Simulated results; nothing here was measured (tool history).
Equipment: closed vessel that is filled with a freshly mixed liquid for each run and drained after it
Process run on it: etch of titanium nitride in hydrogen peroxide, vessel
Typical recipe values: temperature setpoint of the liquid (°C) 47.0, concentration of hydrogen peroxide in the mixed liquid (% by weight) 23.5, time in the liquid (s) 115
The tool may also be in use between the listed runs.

run	hour	temperature setpoint of the liquid (°C)	concentration of hydrogen peroxide in the mixed liquid (% by weight)	time in the liquid (s)	wafers since the last listed run	hours since the thermometer was replaced	hours since the peroxide flow meter was replaced	hours since the drum of peroxide was connected	hours since the gauge calibration	read-back film thickness of the titanium nitride reference wafer, read on the same gauge (nm)	thickness taken off the titanium nitride on a monitor wafer (angstrom)
1	0.0	47.0	28.5	115	0	1896.9	288.4	142.7	314.8	39.99	64.7
2	18.7	47.0	28.5	115	2042	1915.6	307.1	161.4	333.5	39.96	64.8
3	44.7	47.0	23.5	115	2839	1941.6	333.1	187.4	359.5	40.01	61.4
4	66.2	47.0	23.5	115	2348	1963.1	354.6	208.9	381.0	40.02	61.8
5	98.7	47.0	23.5	115	3549	1995.6	387.1	241.4	413.5	40.02	61.6
6	129.3	52.0	23.5	115	3341	2026.2	417.7	272.0	444.1	39.97	89.3
7	145.4	52.0	23.5	115	1758	2042.3	433.8	288.1	460.2	40.00	89.5
8	175.7	52.0	23.5	115	3309	2072.6	464.1	318.4	490.5	39.99	88.2
9	190.3	47.0	23.5	115	1594	2087.2	478.7	333.0	505.1	39.95	61.9
10	202.8	47.0	23.5	115	1365	2099.7	491.2	345.5	517.6	39.99	60.3
11	236.7	47.0	23.5	115	3702	2133.6	525.1	379.4	551.5	40.00	61.7
# hour 241.1: thermometer replaced
12	264.4	47.0	23.5	115	2915	23.3	552.8	407.1	579.2	40.01	73.3
13	281.5	47.0	23.5	115	1867	40.4	569.9	424.2	596.3	39.99	72.3
14	300.1	47.0	23.5	115	2031	59.0	588.5	442.8	614.9	40.01	72.2
# hour 303.7: peroxide flow meter replaced
15	319.9	47.0	23.5	115	2053	78.8	16.2	462.6	634.7	40.00	72.9
16	354.5	44.5	26.5	70	3778	113.4	50.8	497.2	669.3	39.95	37.4
# hour 380.6: new drum of peroxide connected
17	383.2	42.5	19.0	180	3025	142.1	79.5	2.6	698.0	40.01	76.6
18	398.4	47.0	23.5	115	1660	157.3	94.7	17.8	713.2	40.01	71.7
19	434.1	53.0	26.0	185	3898	193.0	130.4	53.5	748.9	40.02	181.9
# hour 454.0: gauge calibrated
20	464.9	38.5	23.5	115	3363	223.8	161.2	84.3	10.9	40.00	37.2
21	498.6	44.0	23.5	115	3680	257.5	194.9	118.0	44.6	39.99	57.1
22	520.4	37.5	20.5	80	2380	279.3	216.7	139.8	66.4	39.99	23.0
23	534.2	47.0	23.5	115	1507	293.1	230.5	153.6	80.2	40.00	71.4
24	552.3	47.0	23.5	50	1976	311.2	248.6	171.7	98.3	40.03	30.5
25	577.9	39.0	21.0	90	2795	336.8	274.2	197.3	123.9	40.00	29.6
26	592.5	47.0	23.5	115	1594	351.4	288.8	211.9	138.5	40.00	69.8
27	607.0	38.5	23.5	80	1583	365.9	303.3	226.4	153.0	39.98	26.1
28	638.5	40.5	20.0	115	3440	397.4	334.8	257.9	184.5	40.03	41.3

Below are 5 alternative next runs, each starting from the tool's condition after run 28. Predict each:
A	639.2	47.0	23.5	115	76	398.1	335.5	258.6	185.2	?	?
B	639.2	47.0	27.0	85	76	398.1	335.5	258.6	185.2	?	?
C	639.2	47.0	18.0	150	76	398.1	335.5	258.6	185.2	?	?
D	639.2	56.5	17.0	140	76	398.1	335.5	258.6	185.2	?	?
E	639.2	38.5	28.5	170	76	398.1	335.5	258.6	185.2	?	?

run	read-back film thickness of the titanium nitride reference wafer, read on the same gauge (nm)	thickness taken off the titanium nitride on a monitor wafer (angstrom)
A	39.98	70.9
B	39.98	54.0
C	39.98	87.4
D	39.98	159.2
E	39.98	57.4
Stripped of hidden state, with their random variation kept, the same runs would have yielded:
run	thickness taken off the titanium nitride on a monitor wafer (angstrom)
A	73.7
B	56.2
C	90.8
D	165.1
E	59.8
